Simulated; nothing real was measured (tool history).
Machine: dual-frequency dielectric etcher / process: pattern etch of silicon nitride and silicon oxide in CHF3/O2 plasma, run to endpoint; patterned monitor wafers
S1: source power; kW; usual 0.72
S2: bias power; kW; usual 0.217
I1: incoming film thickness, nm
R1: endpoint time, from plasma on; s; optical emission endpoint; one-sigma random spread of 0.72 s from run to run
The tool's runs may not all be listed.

run 1 hour=0 | S1=0.72 S2=0.238 | I1=276.6 | R1=141.8
run 2 hour=14.1 | S1=0.72 S2=0.238 | I1=272.1 | R1=140.1
run 3 hour=25.8 | S1=0.72 S2=0.217 | I1=276.1 | R1=146.3
run 4 hour=39.1 | S1=0.72 S2=0.217 | I1=276.5 | R1=146.5
run 5 hour=71.1 | S1=0.76 S2=0.217 | I1=273.9 | R1=141.8
run 6 hour=88.7 | S1=0.76 S2=0.217 | I1=273 | R1=141.5
run 7 hour=96.4 | S1=0.72 S2=0.217 | I1=278.2 | R1=147.1
run 8 hour=109.5 | S1=0.72 S2=0.217 | I1=271 | R1=141.8
run 9 hour=115.8 | S1=0.72 S2=0.217 | I1=274.3 | R1=143.6
run 10 hour=130.8 | S1=0.72 S2=0.191 | I1=274.3 | R1=152.7
run 11 hour=137.5 | S1=0.72 S2=0.191 | I1=278.1 | R1=153
run 12 hour=155.1 | S1=0.72 S2=0.191 | I1=276.6 | R1=152.9
run 13 hour=168.6 | S1=0.72 S2=0.175 | I1=275.1 | R1=156.8
run 14 hour=185.1 | S1=0.72 S2=0.175 | I1=275.3 | R1=156.5
run 15 hour=199.9 | S1=0.72 S2=0.175 | I1=273.9 | R1=157.6
-- hour=227.1 upper electrode replaced
run 16 hour=227.6 | S1=0.72 S2=0.253 | I1=275.6 | R1=137.7
run 17 hour=227.9 | S1=0.87 S2=0.258 | I1=273 | R1=128.3
run 18 hour=234.7 | S1=0.56 S2=0.217 | I1=274.3 | R1=157.1
run 19 hour=242.3 | S1=0.82 S2=0.245 | I1=277.4 | R1=135
run 20 hour=250.1 | S1=0.72 S2=0.217 | I1=274.9 | R1=145.2
run 21 hour=260.3 | S1=0.72 S2=0.217 | I1=275.2 | R1=145.9
-- hour=299.9 wet clean of the chamber
run 22 hour=300.4 | S1=0.87 S2=0.217 | I1=276.2 | R1=136.8
run 23 hour=300.8 | S1=0.72 S2=0.243 | I1=273 | R1=138.4
-- hour=313.2 source power generator calibrated
run 24 hour=314.3 | S1=0.61 S2=0.255 | I1=272.7 | R1=142.5
-- hour=318.5 bias power generator calibrated
run 25 hour=323.1 | S1=0.59 S2=0.189 | I1=277.3 | R1=163.2
run 26 hour=338.3 | S1=0.88 S2=0.217 | I1=272.6 | R1=135
run 27 hour=350.8 | S1=0.66 S2=0.25 | I1=274.9 | R1=140.7
run 28 hour=367.1 | S1=0.83 S2=0.164 | I1=275.3 | R1=154.3
run 29 hour=381.7 | S1=0.62 S2=0.26 | I1=276.7 | R1=143.7
run 30 hour=392.9 | S1=0.77 S2=0.241 | I1=275.8 | R1=137
run 31 hour=408.9 | S1=0.57 S2=0.164 | I1=274.4 | R1=172.6
run 32 hour=415.3 | S1=0.72 S2=0.217 | I1=273.4 | R1=146.2
run 33 hour=430.3 | S1=0.83 S2=0.265 | I1=273.3 | R1=129.9
run 34 hour=462.9 | S1=0.79 S2=0.244 | I1=274.8 | R1=134.7

State the hidden condition of the tool at each of the runs:
etch rate over this chamber's usual, %: 0 at every run
source power that arrives over what is set, %: 0 at every run
bias power that arrives over what is set, %: 0 at every run
